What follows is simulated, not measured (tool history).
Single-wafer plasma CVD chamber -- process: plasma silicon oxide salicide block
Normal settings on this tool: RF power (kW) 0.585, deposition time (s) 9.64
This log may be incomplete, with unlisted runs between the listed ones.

run	hour	RF power (kW)	deposition time (s)	wafers since the last listed run	hours since the last RF generator calibration	hours since the showerhead was replaced	hours since the gauge calibration	read-back reference wafer on the same gauge, thickness_nm	mean film thickness on the monitor wafer (Å)
1	0	0.585	8.43	0	747.8	2700.4	458.6	102.773	767.56
2	57	0.585	8.43	1889	804.8	2757.4	515.6	102.84	768.44
# hour 90.4: RF generator calibrated
3	90.9	0.585	8.43	858	0.5	2791.3	549.5	102.742	780.95
4	130.7	0.585	9.64	1319	40.3	2831.1	589.3	102.804	889.37
5	254.7	0.585	9.64	4111	164.3	2955.1	713.3	102.749	889.34
6	320.2	0.585	9.64	2171	229.8	3020.6	778.8	102.788	891.3
7	346.3	0.585	9.64	865	255.9	3046.7	804.9	102.823	890.92
8	382.4	0.53	8.78	1196	292	3082.8	841	102.758	774.39
9	452.2	0.53	8.78	2314	361.8	3152.6	910.8	102.778	774.06
10	481.5	0.53	8.78	971	391.1	3181.9	940.1	102.778	778.99
11	534.9	0.585	9.64	1770	444.5	3235.3	993.5	102.799	888.26
12	563.8	0.61	9.64	958	473.4	3264.2	1022.4	102.782	902.76
13	602.5	0.585	9.64	1283	512.1	3302.9	1061.1	102.788	885.37
14	657.9	0.585	9.64	1836	567.5	3358.3	1116.5	102.733	884.46
# hour 679.5: gauge calibrated
15	712.7	0.585	9.64	1816	622.3	3413.1	33.2	102.757	884.36
16	745.1	0.585	8.42	1074	654.7	3445.5	65.6	102.832	772.14
17	784.4	0.585	8.42	1303	694	3484.8	104.9	102.822	771.78
18	835.2	0.585	9.64	1684	744.8	3535.6	155.7	102.852	880.48
19	877	0.585	9.64	1385	786.6	3577.4	197.5	102.765	876.49
# hour 887.5: RF generator calibrated
# hour 911.4: showerhead replaced
20	948.7	0.585	9.64	1846	61.2	37.3	269.2	102.799	893.75
21	1010.5	0.585	9.64	2049	123	99.1	331	102.815	891.8
22	1080.3	0.585	9.64	2314	192.8	168.9	400.8	102.759	889.97
23	1108.2	0.585	9.64	925	220.7	196.8	428.7	102.791	889.09
24	1165.6	0.63	8.35	1903	278.1	254.2	486.1	102.847	796.9
25	1211.1	0.55	7.84	1508	323.6	299.7	531.6	102.835	702.04
26	1272.3	0.625	8.11	2029	384.8	360.9	592.8	102.833	771.51
27	1305.6	0.615	9.64	1104	418.1	394.2	626.1	102.808	908.62
28	1472.9	0.65	8.4	5546	585.4	561.5	793.4	102.745	808.05
29	1544.6	0.685	8.85	2377	657.1	633.2	865.1	102.767	865.29
30	1580.3	0.585	9.64	1183	692.8	668.9	900.8	102.826	884.63
31	1611.9	0.64	10.79	1047	724.4	700.5	932.4	102.856	1020.32
32	1670.1	0.585	9.64	1929	782.6	758.7	990.6	102.78	878.06
# hour 1711.2: RF generator calibrated
# hour 1726.1: gauge calibrated
33	1737.7	0.61	9.64	1976	26.5	826.3	11.6	102.808	909.24
34	1798.7	0.585	9.64	2022	87.5	887.3	72.6	102.764	889.63
35	1867.4	0.655	9.64	2277	156.2	956	141.3	102.747	935.95
36	1937.1	0.585	9.1	2310	225.9	1025.7	211	102.756	836.47
37	1975.5	0.54	8.73	1273	264.3	1064.1	249.4	102.792	778.9
38	2009.9	0.665	8	1140	298.7	1098.5	283.8	102.804	780.33
39	2057.4	0.585	9.64	1574	346.2	1146	331.3	102.819	889.3
40	2099.7	0.475	9.64	1402	388.5	1188.3	373.6	102.783	807.56
41	2132.9	0.585	8.42	1100	421.7	1221.5	406.8	102.792	776.5
42	2197.9	0.48	9.64	2155	486.7	1286.5	471.8	102.832	807.64

Each row is a separate what-if for the run after 42, all from the same tool condition, not one after another. Results?
A	2198.3	0.585	9.64	13	487.1	1286.9	472.2	?	?
B	2198.3	0.52	7.74	13	487.1	1286.9	472.2	?	?
C	2198.3	0.535	10.95	13	487.1	1286.9	472.2	?	?
D	2198.3	0.7	9.64	13	487.1	1286.9	472.2	?	?
E	2198.3	0.585	11.33	13	487.1	1286.9	472.2	?	?

run	read-back reference wafer on the same gauge, thickness_nm	mean film thickness on the monitor wafer (Å)
A	102.787	884.59
B	102.787	673.45
C	102.787	965.35
D	102.787	954.25
E	102.787	1039.67
With the hidden condition removed and each run's random variation left untouched, the same runs would have given:
run	mean film thickness on the monitor wafer (Å)
A	891.88
B	679
C	973.31
D	962.12
E	1048.24
